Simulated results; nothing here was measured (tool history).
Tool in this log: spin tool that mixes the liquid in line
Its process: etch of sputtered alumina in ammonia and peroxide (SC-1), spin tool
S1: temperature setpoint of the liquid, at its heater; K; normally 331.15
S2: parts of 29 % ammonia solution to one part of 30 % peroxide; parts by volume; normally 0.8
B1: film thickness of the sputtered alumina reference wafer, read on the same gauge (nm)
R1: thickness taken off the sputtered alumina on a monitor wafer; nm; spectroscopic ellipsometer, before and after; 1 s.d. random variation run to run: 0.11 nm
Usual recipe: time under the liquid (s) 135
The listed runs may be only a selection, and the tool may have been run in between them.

{"run": 1, "day": 0.0, "S1": 331.15, "S2": 0.8, "time under the liquid (s)": 135, "B1": 29.96, "R1": 18.39}
{"run": 2, "day": 3.025, "S1": 331.15, "S2": 0.8, "time under the liquid (s)": 135, "B1": 29.97, "R1": 18.28}
{"run": 3, "day": 9.038, "S1": 331.15, "S2": 0.8, "time under the liquid (s)": 135, "B1": 30, "R1": 18.08}
{"run": 4, "day": 12.246, "S1": 331.15, "S2": 0.8, "time under the liquid (s)": 135, "B1": 29.95, "R1": 17.91}
{"run": 5, "day": 16.4, "S1": 331.15, "S2": 0.8, "time under the liquid (s)": 135, "B1": 29.96, "R1": 17.82}
{"run": 6, "day": 18.85, "S1": 331.15, "S2": 0.8, "time under the liquid (s)": 135, "B1": 30.01, "R1": 17.85}
{"run": 7, "day": 23.338, "S1": 331.15, "S2": 0.8, "time under the liquid (s)": 120, "B1": 30, "R1": 15.7}
{"run": 8, "day": 27.7, "S1": 331.15, "S2": 0.8, "time under the liquid (s)": 120, "B1": 30.04, "R1": 15.62}
{"run": 9, "day": 29.812, "S1": 327.15, "S2": 0.8, "time under the liquid (s)": 135, "B1": 29.98, "R1": 14.24}
{"run": 10, "day": 33.438, "S1": 331.15, "S2": 0.8, "time under the liquid (s)": 135, "B1": 30, "R1": 16.98}
{"run": 11, "day": 36.579, "S1": 331.15, "S2": 0.8, "time under the liquid (s)": 135, "B1": 30.02, "R1": 16.69}
{"run": 12, "day": 38.733, "S1": 331.15, "S2": 1.15, "time under the liquid (s)": 135, "B1": 30.04, "R1": 17.29}
{"run": 13, "day": 42.658, "S1": 331.15, "S2": 1, "time under the liquid (s)": 135, "B1": 29.99, "R1": 16.8}
{"run": 14, "day": 46.633, "S1": 331.15, "S2": 0.8, "time under the liquid (s)": 190, "B1": 29.98, "R1": 26.25}
{"run": 15, "day": 49.742, "S1": 331.15, "S2": 0.8, "time under the liquid (s)": 90, "B1": 29.99, "R1": 12.17}
{"run": 16, "day": 53.679, "S1": 331.15, "S2": 0.8, "time under the liquid (s)": 135, "B1": 29.98, "R1": 18.16}
{"run": 17, "day": 56.046, "S1": 322.15, "S2": 0.8, "time under the liquid (s)": 135, "B1": 30, "R1": 11.08}
{"run": 18, "day": 60.358, "S1": 340.65, "S2": 1, "time under the liquid (s)": 205, "B1": 30.03, "R1": 45.46}
{"run": 19, "day": 63.192, "S1": 331.15, "S2": 0.8, "time under the liquid (s)": 135, "B1": 29.95, "R1": 18.08}
{"run": 20, "day": 67.642, "S1": 331.15, "S2": 0.65, "time under the liquid (s)": 135, "B1": 30.01, "R1": 17.41}
{"run": 21, "day": 70.946, "S1": 322.15, "S2": 0.8, "time under the liquid (s)": 135, "B1": 30.02, "R1": 11.02}
{"run": 22, "day": 74.55, "S1": 331.15, "S2": 0.8, "time under the liquid (s)": 135, "B1": 29.99, "R1": 17.92}
{"run": 23, "day": 78.162, "S1": 331.15, "S2": 0.45, "time under the liquid (s)": 215, "B1": 30.01, "R1": 26.69}

Not shown here: 7 entries made in the log between runs. Locate each between two listed runs and compare the hidden state at the listed run before it with the hidden state at the listed run after it:
Run 7 -> run 8: new drum of ammonia solution connected (day 26.562)
  temperature lost on the way to the wafer (K): 0.89 -> 0.996
  measured result minus the result with no hidden state, R1: -0.75 -> -0.84 nm
Run 8 -> run 9: gauge calibrated (day 29.683)
  temperature lost on the way to the wafer (K): 0.996 -> 1.05
  measured result minus the result with no hidden state, R1: -0.84 -> -0.83 nm
Run 9 -> run 10: heated supply line repaired (day 31.262)
  temperature lost on the way to the wafer (K): 1.05 -> 1.89
  measured result minus the result with no hidden state, R1: -0.83 -> -1.77 nm
Run 13 -> run 14: heated supply line repaired, repeated, since the last time left the tool worse (day 44.083); ammonia flow meter replaced (day 45.612)
  temperature lost on the way to the wafer (K): 2.11 -> 0.0821
  measured result minus the result with no hidden state, R1: -1.96 -> -0.11 nm
Run 16 -> run 17: new drum of ammonia solution connected (day 54.146)
  temperature lost on the way to the wafer (K): 0.253 -> 0.31
  measured result minus the result with no hidden state, R1: -0.24 -> -0.19 nm
Run 17 -> run 18: thermometer replaced (day 58.45)
  temperature lost on the way to the wafer (K): 0.31 -> 0.415
  measured result minus the result with no hidden state, R1: -0.19 -> -0.91 nm
